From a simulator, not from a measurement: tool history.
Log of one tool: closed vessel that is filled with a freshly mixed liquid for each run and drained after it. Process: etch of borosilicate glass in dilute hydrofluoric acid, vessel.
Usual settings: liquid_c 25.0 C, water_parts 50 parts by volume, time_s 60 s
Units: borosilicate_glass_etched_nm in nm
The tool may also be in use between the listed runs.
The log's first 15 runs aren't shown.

run    hour  liquid_c  water_parts  time_s  wafers since the last listed run  hours since the thermometer was replaced  hours since the hydrofluoric acid flow meter was replaced  hours since the gauge calibration  read-back film thickness of the borosilicate glass reference wafer, read on the same gauge (nm)  borosilicate_glass_etched_nm
 16   811.4      25.0           60      95                              5931                                     105.7                                                     1137.1                              627.0                                                                                            50.00                         53.29
 17   847.1      25.0           50      60                              3483                                     141.4                                                     1172.8                              662.7                                                                                            50.01                         41.30
 18   894.8      25.0           35      90                              4653                                     189.1                                                     1220.5                              710.4                                                                                            50.00                         90.65
 19   936.8      21.0           30      60                              4097                                     231.1                                                     1262.5                              752.4                                                                                            50.01                         58.42
 20  1001.0      23.0           50      30                              6263                                     295.3                                                     1326.7                              816.6                                                                                            50.03                         18.84
 21  1036.8      25.0           50      60                              3492                                     331.1                                                     1362.5                              852.4                                                                                            50.00                         41.36
 22  1087.2      27.5           45      85                              4917                                     381.5                                                     1412.9                              902.8                                                                                            49.99                         72.69
     1196.7  -- hydrofluoric acid flow meter replaced
 23  1299.9      25.0           30      95                             20654                                     594.2                                                      103.2                             1115.5                                                                                            50.02                        112.20

Run 24 comes next. What will it give?
 24  1348.9      27.5           75      85                              4780                                     643.2                                                      152.2                             1164.5                                                                                                ?                             ?

Run 24 gave read-back film thickness of the borosilicate glass reference wafer, read on the same gauge (nm) 50.00, borosilicate_glass_etched_nm 42.56 nm.
Without the tool's hidden state the same run would have given borosilicate_glass_etched_nm 41.62 nm.
